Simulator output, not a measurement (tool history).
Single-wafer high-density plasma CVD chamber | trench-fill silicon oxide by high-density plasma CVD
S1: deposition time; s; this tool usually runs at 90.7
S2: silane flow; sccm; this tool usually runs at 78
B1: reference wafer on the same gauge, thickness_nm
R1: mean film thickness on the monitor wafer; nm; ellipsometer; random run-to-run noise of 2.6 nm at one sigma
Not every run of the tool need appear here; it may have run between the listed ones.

{"run": 1, "hour": 0.0, "S1": 90.7, "S2": 78, "B1": 679.082, "R1": 676.78}
{"run": 2, "hour": 30.6, "S1": 90.7, "S2": 78, "B1": 678.192, "R1": 672.829}
{"run": 3, "hour": 62.3, "S1": 90.7, "S2": 78, "B1": 677.54, "R1": 674.529}
{"run": 4, "hour": 96.2, "S1": 90.7, "S2": 78, "B1": 677.134, "R1": 671.656}
{"run": 5, "hour": 113.6, "S1": 90.7, "S2": 78, "B1": 677.272, "R1": 669.915}
{"run": 6, "hour": 136.7, "S1": 90.7, "S2": 78, "B1": 676.54, "R1": 674.061}
{"run": 7, "hour": 170.3, "S1": 90.7, "S2": 78, "B1": 676.454, "R1": 672.839}
{"run": 8, "hour": 190.8, "S1": 90.7, "S2": 78, "B1": 675.36, "R1": 671.423}
{"run": 9, "hour": 215.6, "S1": 90.7, "S2": 78, "B1": 675.957, "R1": 670.872}
{"run": 10, "hour": 245.8, "S1": 90.7, "S2": 78, "B1": 675.27, "R1": 668.712}
{"hour": 269.5, "done": "silane flow controller replaced"}
{"run": 11, "hour": 270.0, "S1": 90.7, "S2": 78, "B1": 675.262, "R1": 674.0}
{"run": 12, "hour": 274.9, "S1": 90.7, "S2": 70, "B1": 675.29, "R1": 607.694}
{"run": 13, "hour": 306.2, "S1": 90.7, "S2": 70, "B1": 675.226, "R1": 607.819}
{"run": 14, "hour": 318.3, "S1": 78.9, "S2": 72, "B1": 674.825, "R1": 544.977}
{"run": 15, "hour": 349.6, "S1": 95.5, "S2": 91, "B1": 675.314, "R1": 808.267}
{"run": 16, "hour": 364.1, "S1": 90.7, "S2": 87, "B1": 674.997, "R1": 741.672}
{"run": 17, "hour": 376.1, "S1": 102.4, "S2": 68, "B1": 674.724, "R1": 667.465}
{"hour": 383.3, "done": "gauge calibrated"}
{"run": 18, "hour": 393.6, "S1": 90.7, "S2": 78, "B1": 694.265, "R1": 691.878}
{"run": 19, "hour": 407.5, "S1": 75.7, "S2": 83, "B1": 693.628, "R1": 609.464}
{"run": 20, "hour": 475.6, "S1": 90.7, "S2": 86, "B1": 689.237, "R1": 749.953}
{"run": 21, "hour": 499.6, "S1": 104.3, "S2": 78, "B1": 687.907, "R1": 789.137}
{"run": 22, "hour": 519.9, "S1": 100.7, "S2": 65, "B1": 687.555, "R1": 644.892}
{"run": 23, "hour": 554.6, "S1": 97.6, "S2": 69, "B1": 684.973, "R1": 654.393}
{"run": 24, "hour": 584.2, "S1": 83.0, "S2": 71, "B1": 683.496, "R1": 568.952}
{"run": 25, "hour": 614.1, "S1": 101.4, "S2": 66, "B1": 682.408, "R1": 653.565}
{"run": 26, "hour": 636.1, "S1": 90.7, "S2": 78, "B1": 682.065, "R1": 676.777}
{"run": 27, "hour": 668.0, "S1": 90.7, "S2": 73, "B1": 680.855, "R1": 633.388}

Below, each run's measurement less what the same run would have read without the hidden state. Both values contain the same run-to-run variation, but the gauge's scatter may not be the same in both:
Hidden conditions of the tool in this case: delivered silane flow above the setpoint (%); gauge reads high (%).
run=1 R1=-15.888
run=2 R1=-16.433
run=3 R1=-17.056
run=4 R1=-17.523
run=5 R1=-17.726
run=6 R1=-18.141
run=7 R1=-18.501
run=8 R1=-18.675
run=9 R1=-18.895
run=10 R1=-19.087
run=11 R1=-19.422
run=12 R1=-17.542
run=13 R1=-17.733
run=14 R1=-15.957
run=15 R1=-23.874
run=16 R1=-21.986
run=17 R1=-19.842
run=18 R1=-0.062
run=19 R1=-1.051
run=20 R1=-6.408
run=21 R1=-8.313
run=22 R1=-7.785
run=23 R1=-9.438
run=24 R1=-9.206
run=25 R1=-11.602
run=26 R1=-12.716
run=27 R1=-12.755

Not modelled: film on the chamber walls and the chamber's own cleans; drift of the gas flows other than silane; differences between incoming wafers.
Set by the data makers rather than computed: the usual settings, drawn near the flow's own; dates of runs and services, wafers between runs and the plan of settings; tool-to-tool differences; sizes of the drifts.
